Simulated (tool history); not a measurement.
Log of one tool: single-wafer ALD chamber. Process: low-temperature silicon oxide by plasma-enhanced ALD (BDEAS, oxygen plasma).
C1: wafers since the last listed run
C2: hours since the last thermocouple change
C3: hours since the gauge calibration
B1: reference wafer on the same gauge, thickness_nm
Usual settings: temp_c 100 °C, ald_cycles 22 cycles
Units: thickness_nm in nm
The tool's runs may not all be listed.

Run 1, hour 0: usual settings; C1 0; C2 22.2; C3 620.6; B1 3.689. Result: thickness_nm 3.114 nm.
Run 2, hour 90.5: usual settings; C1 678; C2 112.7; C3 711.1; B1 3.691. Result: thickness_nm 3.143 nm.
Run 3, hour 130.8: usual settings; C1 302; C2 153; C3 751.4; B1 3.688. Result: thickness_nm 3.128 nm.
Run 4, hour 175.1: usual settings; C1 332; C2 197.3; C3 795.7; B1 3.693. Result: thickness_nm 3.135 nm.
Run 5, hour 267.8: usual settings; C1 695; C2 290; C3 888.4; B1 3.689. Result: thickness_nm 3.126 nm.
Run 6, hour 363.3: usual settings but temp_c 107 °C, ald_cycles 19 cycles; C1 716; C2 385.5; C3 983.9; B1 3.69. Result: thickness_nm 2.679 nm.
Run 7, hour 402.6: usual settings but temp_c 107 °C, ald_cycles 19 cycles; C1 294; C2 424.8; C3 1023.2; B1 3.691. Result: thickness_nm 2.674 nm.
Run 8, hour 497.6: usual settings but temp_c 105 °C, ald_cycles 21 cycles; C1 712; C2 519.8; C3 1118.2; B1 3.689. Result: thickness_nm 2.946 nm.
Run 9, hour 540.4: usual settings but temp_c 105 °C, ald_cycles 21 cycles; C1 321; C2 562.6; C3 1161; B1 3.693. Result: thickness_nm 2.968 nm.
Run 10, hour 596.7: usual settings; C1 422; C2 618.9; C3 1217.3; B1 3.69. Result: thickness_nm 3.139 nm.
Run 11, hour 681.6: usual settings; C1 636; C2 703.8; C3 1302.2; B1 3.688. Result: thickness_nm 3.166 nm.
Run 12, hour 730.5: usual settings; C1 366; C2 752.7; C3 1351.1; B1 3.687. Result: thickness_nm 3.144 nm.
Run 13, hour 818: usual settings but temp_c 109 °C, ald_cycles 25 cycles; C1 656; C2 840.2; C3 1438.6; B1 3.688. Result: thickness_nm 3.536 nm.
Run 14, hour 1130.1: usual settings but temp_c 109 °C, ald_cycles 25 cycles; C1 2341; C2 1152.3; C3 1750.7; B1 3.691. Result: thickness_nm 3.517 nm.
Run 15, hour 1228.8: usual settings but temp_c 109 °C, ald_cycles 25 cycles; C1 740; C2 1251; C3 1849.4; B1 3.688. Result: thickness_nm 3.531 nm.
Run 16, hour 1277.7: usual settings; C1 366; C2 1299.9; C3 1898.3; B1 3.689. Result: thickness_nm 3.163 nm.
Run 17, hour 1317.1: usual settings; C1 295; C2 1339.3; C3 1937.7; B1 3.689. Result: thickness_nm 3.172 nm.
Run 18, hour 1368.6: usual settings but temp_c 110 °C; C1 386; C2 1390.8; C3 1989.2; B1 3.69. Result: thickness_nm 3.09 nm.
Run 19, hour 1444.2: usual settings; C1 567; C2 1466.4; C3 2064.8; B1 3.689. Result: thickness_nm 3.164 nm.
Run 20, hour 1539.7: usual settings but temp_c 86 °C, ald_cycles 20 cycles; C1 716; C2 1561.9; C3 2160.3; B1 3.687. Result: thickness_nm 2.982 nm.
Run 21, hour 1642.6: usual settings; C1 771; C2 1664.8; C3 2263.2; B1 3.689. Result: thickness_nm 3.187 nm.
Run 22, hour 1738.7: usual settings but temp_c 110 °C, ald_cycles 26 cycles; C1 720; C2 1760.9; C3 2359.3; B1 3.688. Result: thickness_nm 3.649 nm.
Run 23, hour 1823.1: usual settings; C1 633; C2 1845.3; C3 2443.7; B1 3.69. Result: thickness_nm 3.168 nm.
At hour 1843.5: thermocouple changed; heater temperature recalibrated.
Run 24, hour 1869.3: usual settings but temp_c 95 °C; C1 286; C2 25.8; C3 2489.9; B1 3.691. Result: thickness_nm 3.176 nm.
At hour 1898.4: gauge calibrated.
Run 25, hour 2149.4: usual settings but temp_c 91 °C; C1 2101; C2 305.9; C3 251; B1 3.692. Result: thickness_nm 3.25 nm.
Run 26, hour 2230.2: usual settings but temp_c 89 °C, ald_cycles 20 cycles; C1 606; C2 386.7; C3 331.8; B1 3.688. Result: thickness_nm 2.945 nm.
Run 27, hour 2338.1: usual settings but temp_c 110 °C, ald_cycles 20 cycles; C1 809; C2 494.6; C3 439.7; B1 3.692. Result: thickness_nm 2.804 nm.
Run 28, hour 2416.3: usual settings but temp_c 109 °C; C1 586; C2 572.8; C3 517.9; B1 3.691. Result: thickness_nm 3.098 nm.
Run 29, hour 2458.5: usual settings; C1 316; C2 615; C3 560.1; B1 3.693. Result: thickness_nm 3.152 nm.
Run 30, hour 2557.5: usual settings but temp_c 89 °C; C1 742; C2 714; C3 659.1; B1 3.69. Result: thickness_nm 3.259 nm.
Run 31, hour 2613.2: usual settings but temp_c 86 °C, ald_cycles 24 cycles; C1 417; C2 769.7; C3 714.8; B1 3.691. Result: thickness_nm 3.572 nm.
Run 32, hour 2701.9: usual settings but temp_c 110 °C; C1 665; C2 858.4; C3 803.5; B1 3.691. Result: thickness_nm 3.097 nm.
Run 33, hour 2776.4: usual settings but temp_c 94 °C, ald_cycles 18 cycles; C1 558; C2 932.9; C3 878; B1 3.692. Result: thickness_nm 2.631 nm.
Run 34, hour 2819.2: usual settings but temp_c 86 °C, ald_cycles 23 cycles; C1 321; C2 975.7; C3 920.8; B1 3.688. Result: thickness_nm 3.451 nm.
Run 35, hour 2985.2: usual settings but ald_cycles 26 cycles; C1 1245; C2 1141.7; C3 1086.8; B1 3.689. Result: thickness_nm 3.739 nm.
Run 36, hour 3042: usual settings; C1 426; C2 1198.5; C3 1143.6; B1 3.691. Result: thickness_nm 3.161 nm.

How the hidden state differs across the entries between the runs, from the last listed run before each to the first after it:
Between runs 23 and 24: thermocouple changed; heater temperature recalibrated (hour 1843.5)
  wafer temperature above the value expected at the setpoint (K): -4.26 -> -0.0183
  measured less the result without the state, thickness_nm: +0.042 -> +0 nm
Between runs 24 and 25: gauge calibrated (hour 1898.4)
  wafer temperature above the value expected at the setpoint (K): -0.0183 -> -0.807
  measured less the result without the state, thickness_nm: +0 -> +0.008 nm
